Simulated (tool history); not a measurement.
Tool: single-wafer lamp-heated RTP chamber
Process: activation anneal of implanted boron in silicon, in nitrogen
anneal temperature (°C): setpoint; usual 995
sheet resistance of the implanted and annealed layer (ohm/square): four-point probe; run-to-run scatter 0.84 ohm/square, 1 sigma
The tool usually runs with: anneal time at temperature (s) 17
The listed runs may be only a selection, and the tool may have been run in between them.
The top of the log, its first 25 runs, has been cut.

run	hour	anneal temperature (°C)	anneal time at temperature (s)	read-back reference wafer on the same gauge, sheet resistance	sheet resistance of the implanted and annealed layer (ohm/square)
26	1492.1	995	17	237.94	211.76
27	1538.9	986	23	237.53	215.17
28	1597.8	1016	20	237.93	206.7
29	1656	995	24	238.7	210.68
30	1699.6	995	17	238.74	213.2
31	1745.3	995	17	239.06	213.19
# hour 1808: reflector plate cleaned
32	1856.1	1019	17	239.16	208.42
# hour 1870: pyrometer window cleaned and pyrometer calibrated
33	1993.9	1008	13	239.73	211.01
34	2062.2	1015	8	239.86	211.27
35	2117.5	995	17	239.42	213.99
36	2160.5	995	17	239.6	215.12

Predict each of these 4 candidate next runs independently; none follows another, all start after run 36:
A	2160.9	1023	17	?	?
B	2160.9	985	9	?	?
C	2160.9	985	25	?	?
D	2160.9	985	17	?	?

run	read-back reference wafer on the same gauge, sheet resistance	sheet resistance of the implanted and annealed layer (ohm/square)
A	239.78	209.14
B	239.78	222.07
C	239.78	217.14
D	239.78	218.95
Without the tool's hidden state the same runs would have given:
run	sheet resistance of the implanted and annealed layer (ohm/square)
A	201.24
B	213.68
C	208.94
D	210.69

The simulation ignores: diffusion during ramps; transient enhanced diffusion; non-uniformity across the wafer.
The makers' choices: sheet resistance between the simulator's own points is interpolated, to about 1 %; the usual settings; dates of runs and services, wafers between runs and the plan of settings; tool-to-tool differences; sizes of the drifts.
